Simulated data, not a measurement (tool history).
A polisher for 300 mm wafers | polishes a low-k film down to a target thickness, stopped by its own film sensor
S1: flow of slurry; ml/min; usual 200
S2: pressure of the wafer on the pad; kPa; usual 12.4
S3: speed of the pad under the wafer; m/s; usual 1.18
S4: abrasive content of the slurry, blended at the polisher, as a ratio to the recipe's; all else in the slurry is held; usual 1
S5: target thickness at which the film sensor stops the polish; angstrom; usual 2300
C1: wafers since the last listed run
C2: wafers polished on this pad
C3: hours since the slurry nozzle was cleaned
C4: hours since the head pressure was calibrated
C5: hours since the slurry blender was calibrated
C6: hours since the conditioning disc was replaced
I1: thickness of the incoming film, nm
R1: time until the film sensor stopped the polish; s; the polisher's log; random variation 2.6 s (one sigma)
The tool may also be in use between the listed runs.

run	hour	S1	S2	S3	S4	S5	C1	C2	C3	C4	C5	C6	I1	R1
1	0	155	12.4	1.18	1	2300	0	465	297.4	866.5	11.8	210.4	287.3	138.6
# hour 23.8: conditioning disc replaced and pad reconditioned
2	30.8	155	12.4	1.18	1	2300	140	605	328.2	897.3	42.6	7	285.6	132.4
# hour 34.9: head pressure recalibrated
3	65	200	12.4	1.08	1	2300	156	762	362.4	30.1	76.8	41.2	291.2	156.5
# hour 132.2: worn pad replaced by a new one
4	145.2	200	12.4	1.08	1	2300	370	63	442.6	110.3	157	121.4	285.9	148.8
5	182.2	200	12.4	1.08	1	2300	180	243	479.6	147.3	194	158.4	288.1	148.6
6	222.6	200	12.4	1.18	1	2460	196	440	520	187.7	234.4	198.8	291.5	110.3
# hour 261.5: conditioning disc replaced and pad reconditioned
7	281.1	200	12.4	1.18	1	2460	275	715	578.5	246.2	292.9	19.6	292.8	113.1
8	308.7	200	12.4	1.18	1	2460	134	849	606.1	273.8	320.5	47.2	289.5	108.6
# hour 324.1: slurry blender recalibrated
# hour 338: worn pad replaced by a new one
9	354.1	200	12.4	1.18	1	2300	191	78	651.5	319.2	30	92.6	285.7	135.2
# hour 421.4: slurry nozzle cleaned
10	424.8	200	12.4	1.18	1	2300	339	417	3.4	389.9	100.7	163.3	286.2	136.5
11	471.7	170	12.4	1.18	1	2300	228	646	50.3	436.8	147.6	210.2	289.5	147.6
# hour 490.5: conditioning disc replaced and pad reconditioned
12	497.4	200	12.4	1.18	1	2300	115	761	76	462.5	173.3	6.9	286.1	135
# hour 563.9: worn pad replaced by a new one
13	564.4	175	9	0.86	1	2380	306	2	143	529.5	240.3	73.9	292.5	206.4
14	589.8	200	12.4	1.56	0.85	2410	123	126	168.4	554.9	265.7	99.3	291.1	115.2
15	641.8	200	15.2	1.18	1.2	2300	253	379	220.4	606.9	317.7	151.3	288.1	102.2
# hour 687.4: slurry blender recalibrated
16	713	200	12.4	1.18	1	2300	336	716	291.6	678.1	25.6	222.5	294.7	154.7
# hour 724.6: conditioning disc replaced and pad reconditioned
# hour 801.5: worn pad replaced by a new one
17	849	225	12.4	1.36	1	2240	632	231	427.6	814.1	161.6	124.4	291.7	144.3
18	890.6	200	12.4	1.18	1	2300	202	433	469.2	855.7	203.2	166	294.5	150.4
19	921.7	255	12.4	1.06	1.15	2300	151	585	500.3	886.8	234.3	197.1	289	128.4
# hour 937.8: head pressure recalibrated
# hour 956.9: conditioning disc replaced and pad reconditioned
20	957.4	200	12.4	1.18	1	2300	154	739	536	19.6	270	0.5	289	145.5
21	984.8	200	8.3	1.18	1	2300	133	872	563.4	47	297.4	27.9	290.1	223.7
# hour 1016.2: slurry blender recalibrated
22	1028.6	200	12.4	1.18	1	2300	203	1076	607.2	90.8	12.4	71.7	286.9	136.8
# hour 1059.4: worn pad replaced by a new one
23	1071	200	14.5	0.8	1	2300	186	56	649.6	133.2	54.8	114.1	294.9	171
24	1142.4	200	11	1.18	1	2090	347	403	721	204.6	126.2	185.5	289.6	226
# hour 1160.4: slurry nozzle cleaned
25	1197.1	200	12.4	1.18	1	2300	261	665	36.7	259.3	180.9	240.2	290.3	151.9

4 ways to go on from here, each from the tool as it stands after run 25. What would each give?
A	1197.6	200	15.2	1.18	1	2300	2	667	37.2	259.8	181.4	240.7	291	?
B	1197.6	200	12.4	1.58	1	2130	2	667	37.2	259.8	181.4	240.7	291	?
C	1197.6	200	10.3	1.18	1	2300	2	667	37.2	259.8	181.4	240.7	291	?
D	1197.6	200	13.8	1.18	1	2440	2	667	37.2	259.8	181.4	240.7	291	?

run	R1
A	126.8
B	170.9
C	185.9
D	107.4
Without the tool's hidden state the same runs would have given:
run	R1
A	127.1
B	171.3
C	186.4
D	107.7
